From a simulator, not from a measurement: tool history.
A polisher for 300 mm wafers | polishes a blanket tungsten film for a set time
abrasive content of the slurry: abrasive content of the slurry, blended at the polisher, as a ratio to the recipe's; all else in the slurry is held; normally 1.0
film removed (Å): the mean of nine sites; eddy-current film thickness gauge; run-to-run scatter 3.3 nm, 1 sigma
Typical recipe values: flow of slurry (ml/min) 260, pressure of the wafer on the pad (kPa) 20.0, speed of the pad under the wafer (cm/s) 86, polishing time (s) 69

| run | day | flow of slurry (ml/min) | pressure of the wafer on the pad (kPa) | speed of the pad under the wafer (cm/s) | abrasive content of the slurry | polishing time (s) | wafers since the last listed run | wafers polished on this pad | hours since the slurry nozzle was cleaned | hours since the head pressure was calibrated | hours since the slurry blender was calibrated | hours since the slurry got fresh peroxide | incoming thickness of the incoming film, nm | film removed (Å) |
|---|---|---|---|---|---|---|---|---|---|---|---|---|---|---|
| 1 | 0.000 | 260 | 20.0 | 86 | 1.0 | 69 | 0 | 1347 | 198.0 | 531.2 | 226.7 | 55.1 | 772.5 | 2669 |
| 2 | 1.125 | 260 | 20.0 | 86 | 1.0 | 69 | 381 | 1729 | 225.0 | 558.2 | 253.7 | 82.1 | 771.9 | 2612 |
| 3 | 1.700 | 260 | 20.0 | 86 | 1.0 | 69 | 195 | 1924 | 238.8 | 572.0 | 267.5 | 95.9 | 768.4 | 2627 |
|  | 2.046 | worn pad replaced by a new one |
| 4 | 2.333 | 260 | 24.8 | 86 | 1.0 | 69 | 158 | 96 | 254.0 | 587.2 | 282.7 | 111.1 | 755.3 | 3234 |
| 5 | 2.875 | 260 | 20.0 | 86 | 1.0 | 69 | 183 | 280 | 267.0 | 600.2 | 295.7 | 124.1 | 778.2 | 2568 |
|  | 3.362 | slurry tank refilled with fresh slurry and peroxide |
|  | 5.104 | slurry nozzle cleaned |
| 6 | 6.367 | 295 | 20.0 | 86 | 1.0 | 69 | 1156 | 1437 | 30.3 | 684.0 | 379.5 | 72.1 | 756.6 | 2657 |
|  | 7.175 | slurry blender recalibrated |
|  | 7.288 | worn pad replaced by a new one |
| 7 | 7.375 | 295 | 20.0 | 86 | 1.0 | 69 | 275 | 29 | 54.5 | 708.2 | 4.8 | 96.3 | 776.8 | 2701 |
| 8 | 7.954 | 260 | 20.0 | 86 | 1.0 | 69 | 196 | 226 | 68.4 | 722.1 | 18.7 | 110.2 | 782.1 | 2723 |
|  | 8.271 | head pressure recalibrated |
| 9 | 8.529 | 260 | 24.1 | 86 | 1.0 | 69 | 166 | 392 | 82.2 | 6.2 | 32.5 | 124.0 | 763.4 | 2969 |
| 10 | 9.150 | 260 | 24.1 | 86 | 1.0 | 69 | 210 | 603 | 97.1 | 21.1 | 47.4 | 138.9 | 780.3 | 3003 |
|  | 9.350 | slurry tank refilled with fresh slurry and peroxide |
| 11 | 10.208 | 260 | 24.1 | 86 | 1.0 | 69 | 344 | 948 | 122.5 | 46.5 | 72.8 | 20.6 | 774.0 | 3071 |
| 12 | 11.300 | 260 | 20.0 | 108 | 1.0 | 69 | 370 | 1318 | 148.7 | 72.7 | 99.0 | 46.8 | 776.1 | 3092 |
|  | 12.538 | worn pad replaced by a new one |
| 13 | 12.558 | 290 | 20.0 | 86 | 1.0 | 78 | 370 | 6 | 178.9 | 102.9 | 129.2 | 77.0 | 765.1 | 2910 |
| 14 | 13.888 | 260 | 24.1 | 86 | 1.0 | 69 | 451 | 457 | 210.8 | 134.8 | 161.1 | 108.9 | 766.5 | 3127 |
| 15 | 14.583 | 260 | 20.0 | 86 | 0.8 | 69 | 236 | 694 | 227.5 | 151.5 | 177.8 | 125.6 | 759.9 | 2526 |
|  | 15.233 | slurry tank refilled with fresh slurry and peroxide |
| 16 | 15.467 | 290 | 20.0 | 86 | 1.2 | 69 | 285 | 979 | 248.7 | 172.7 | 199.0 | 5.6 | 780.6 | 2716 |
| 17 | 16.279 | 260 | 20.0 | 86 | 1.0 | 69 | 275 | 1255 | 268.2 | 192.2 | 218.5 | 25.1 | 772.7 | 2584 |
| 18 | 17.542 | 175 | 20.0 | 86 | 1.0 | 69 | 428 | 1683 | 298.5 | 222.5 | 248.8 | 55.4 | 764.5 | 2494 |
| 19 | 18.742 | 170 | 25.5 | 96 | 1.0 | 69 | 407 | 2090 | 327.3 | 251.3 | 277.6 | 84.2 | 776.1 | 3417 |
|  | 19.029 | slurry nozzle cleaned |
|  | 19.233 | worn pad replaced by a new one |
| 20 | 19.667 | 260 | 23.4 | 86 | 1.0 | 69 | 243 | 146 | 15.3 | 273.5 | 299.8 | 106.4 | 769.9 | 3050 |
|  | 20.633 | slurry tank refilled with fresh slurry and peroxide |
| 21 | 20.654 | 335 | 20.0 | 78 | 1.0 | 89 | 320 | 467 | 39.0 | 297.2 | 323.5 | 0.5 | 762.5 | 3135 |
| 22 | 21.496 | 220 | 20.0 | 96 | 1.1 | 76 | 285 | 753 | 59.2 | 317.4 | 343.7 | 20.7 | 769.7 | 3116 |
| 23 | 22.771 | 260 | 20.0 | 86 | 1.0 | 69 | 432 | 1186 | 89.8 | 348.0 | 374.3 | 51.3 | 763.9 | 2544 |
|  | 22.862 | slurry blender recalibrated |
| 24 | 23.433 | 260 | 15.2 | 86 | 1.0 | 69 | 196 | 1382 | 105.7 | 363.9 | 13.7 | 67.2 | 766.5 | 2046 |
|  | 24.467 | worn pad replaced by a new one |
| 25 | 24.512 | 260 | 20.0 | 94 | 1.0 | 84 | 309 | 15 | 131.6 | 389.8 | 39.6 | 93.1 | 782.0 | 3469 |
| 26 | 25.121 | 260 | 20.0 | 86 | 1.1 | 69 | 206 | 221 | 146.2 | 404.4 | 54.2 | 107.7 | 773.3 | 2670 |
| 27 | 27.425 | 260 | 20.0 | 62 | 0.9 | 69 | 781 | 1003 | 201.5 | 459.7 | 109.5 | 163.0 | 777.0 | 2059 |

Each row is a separate what-if for the run after 27, all from the same tool condition, not one after another. Results?
| A | 27.442 | 235 | 20.0 | 86 | 1.0 | 69 | 5 | 1009 | 201.9 | 460.1 | 109.9 | 163.4 | 783.1 | ? |
| B | 27.442 | 260 | 20.0 | 76 | 1.0 | 84 | 5 | 1009 | 201.9 | 460.1 | 109.9 | 163.4 | 783.1 | ? |
| C | 27.442 | 260 | 20.0 | 86 | 0.9 | 69 | 5 | 1009 | 201.9 | 460.1 | 109.9 | 163.4 | 783.1 | ? |

| run | film removed (Å) |
|---|---|
| A | 2661 |
| B | 2961 |
| C | 2652 |
Had the tool no hidden state, the same runs would have come out as:
| run | film removed (Å) |
|---|---|
| A | 2491 |
| B | 2772 |
| C | 2482 |
